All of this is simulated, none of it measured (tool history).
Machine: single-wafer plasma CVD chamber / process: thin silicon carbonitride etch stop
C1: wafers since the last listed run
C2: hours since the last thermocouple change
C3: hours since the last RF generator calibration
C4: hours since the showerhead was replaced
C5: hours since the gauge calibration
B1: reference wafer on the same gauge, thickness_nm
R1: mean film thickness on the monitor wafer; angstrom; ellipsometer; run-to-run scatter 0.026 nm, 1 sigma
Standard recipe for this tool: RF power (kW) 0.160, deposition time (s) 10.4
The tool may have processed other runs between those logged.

Run 1, day 0.000: usual settings but RF power (kW) 0.180, deposition time (s) 11.5; C1 0; C2 1042.3; C3 1230.3; C4 5435.9; C5 327.3; B1 6.297. Result: R1 59.53 angstrom.
Run 2, day 2.271: usual settings but RF power (kW) 0.170, deposition time (s) 9.6; C1 2775; C2 1096.8; C3 1284.8; C4 5490.4; C5 381.8; B1 6.301. Result: R1 49.09 angstrom.
Run 3, day 4.558: usual settings but RF power (kW) 0.170, deposition time (s) 9.6; C1 2795; C2 1151.7; C3 1339.7; C4 5545.3; C5 436.7; B1 6.300. Result: R1 48.72 angstrom.
Run 4, day 13.238: usual settings; C1 10607; C2 1360.0; C3 1548.0; C4 5753.6; C5 645.0; B1 6.302. Result: R1 51.32 angstrom.
Run 5, day 16.875: usual settings; C1 4445; C2 1447.3; C3 1635.3; C4 5840.9; C5 732.3; B1 6.299. Result: R1 51.47 angstrom.
Run 6, day 20.525: usual settings; C1 4460; C2 1534.9; C3 1722.9; C4 5928.5; C5 819.9; B1 6.298. Result: R1 51.20 angstrom.
At day 28.279: RF generator calibrated.
At day 28.512: thermocouple changed; heater temperature recalibrated.
Run 7, day 31.904: usual settings but RF power (kW) 0.180; C1 13212; C2 81.4; C3 87.0; C4 6201.6; C5 1093.0; B1 6.299. Result: R1 55.50 angstrom.
Run 8, day 33.588: usual settings but RF power (kW) 0.180; C1 2057; C2 121.8; C3 127.4; C4 6242.0; C5 1133.4; B1 6.312. Result: R1 54.88 angstrom.
Run 9, day 37.192: usual settings but RF power (kW) 0.180; C1 4404; C2 208.3; C3 213.9; C4 6328.5; C5 1219.9; B1 6.303. Result: R1 54.86 angstrom.
Run 10, day 41.179: usual settings; C1 4873; C2 304.0; C3 309.6; C4 6424.2; C5 1315.6; B1 6.304. Result: R1 52.40 angstrom.
At day 41.283: gauge calibrated.
Run 11, day 43.375: usual settings; C1 2683; C2 356.7; C3 362.3; C4 6476.9; C5 50.2; B1 6.295. Result: R1 52.20 angstrom.
Run 12, day 45.579: usual settings; C1 2693; C2 409.6; C3 415.2; C4 6529.8; C5 103.1; B1 6.304. Result: R1 51.69 angstrom.
Run 13, day 47.700: usual settings but RF power (kW) 0.135; C1 2592; C2 460.5; C3 466.1; C4 6580.7; C5 154.0; B1 6.294. Result: R1 48.67 angstrom.
Run 14, day 50.975: usual settings but RF power (kW) 0.150; C1 4002; C2 539.1; C3 544.7; C4 6659.3; C5 232.6; B1 6.303. Result: R1 50.75 angstrom.
Run 15, day 55.467: usual settings; C1 5489; C2 646.9; C3 652.5; C4 6767.1; C5 340.4; B1 6.305. Result: R1 51.50 angstrom.
At day 57.483: showerhead replaced.
Run 16, day 57.504: usual settings but RF power (kW) 0.140, deposition time (s) 10.9; C1 2082; C2 695.8; C3 701.4; C4 0.5; C5 389.3; B1 6.303. Result: R1 51.65 angstrom.
Run 17, day 61.129: usual settings but RF power (kW) 0.130; C1 4430; C2 782.8; C3 788.4; C4 87.5; C5 476.3; B1 6.312. Result: R1 47.02 angstrom.
Run 18, day 63.258: usual settings but RF power (kW) 0.170; C1 2602; C2 833.9; C3 839.5; C4 138.6; C5 527.4; B1 6.304. Result: R1 52.71 angstrom.
Run 19, day 65.662: usual settings but RF power (kW) 0.185; C1 2938; C2 891.6; C3 897.2; C4 196.3; C5 585.1; B1 6.300. Result: R1 54.47 angstrom.
Run 20, day 68.908: usual settings but RF power (kW) 0.180, deposition time (s) 9.0; C1 3966; C2 969.5; C3 975.1; C4 274.2; C5 663.0; B1 6.290. Result: R1 46.31 angstrom.
Run 21, day 70.917: usual settings but RF power (kW) 0.175; C1 2454; C2 1017.7; C3 1023.3; C4 322.4; C5 711.2; B1 6.301. Result: R1 52.87 angstrom.
Run 22, day 74.608: usual settings; C1 4511; C2 1106.3; C3 1111.9; C4 411.0; C5 799.8; B1 6.303. Result: R1 51.31 angstrom.
Run 23, day 77.312: usual settings but RF power (kW) 0.130, deposition time (s) 9.3; C1 3304; C2 1171.2; C3 1176.8; C4 475.9; C5 864.7; B1 6.304. Result: R1 42.13 angstrom.
Run 24, day 80.904: usual settings but RF power (kW) 0.140, deposition time (s) 12.1; C1 4389; C2 1257.4; C3 1263.0; C4 562.1; C5 950.9; B1 6.301. Result: R1 56.73 angstrom.

For some of the steps in R1 from one run to the next: how much would appear even if the tool had no hidden state, given the settings, what came in and random variation, and how much remains for the hidden state plus any gauge scatter that the measured result and the result without hidden state don't share?
The tool's hidden condition here consists of: wafer temperature above the value expected at the setpoint (K); delivered RF power above the setpoint (%); gauge reads high (%).
Run 1 -> 2: RF power (kW) 0.180 -> 0.170, deposition time (s) 11.5 -> 9.6. R1 -10.44 angstrom: hidden state +0.33, all else -10.77.
Run 6 -> 7: RF power (kW) 0.160 -> 0.180, RF generator calibrated, thermocouple changed; heater temperature recalibrated. R1 +4.30 angstrom: hidden state +1.54, all else +2.76.
Run 23 -> 24: RF power (kW) 0.130 -> 0.140, deposition time (s) 9.3 -> 12.1. R1 +14.60 angstrom: hidden state -0.50, all else +15.10.
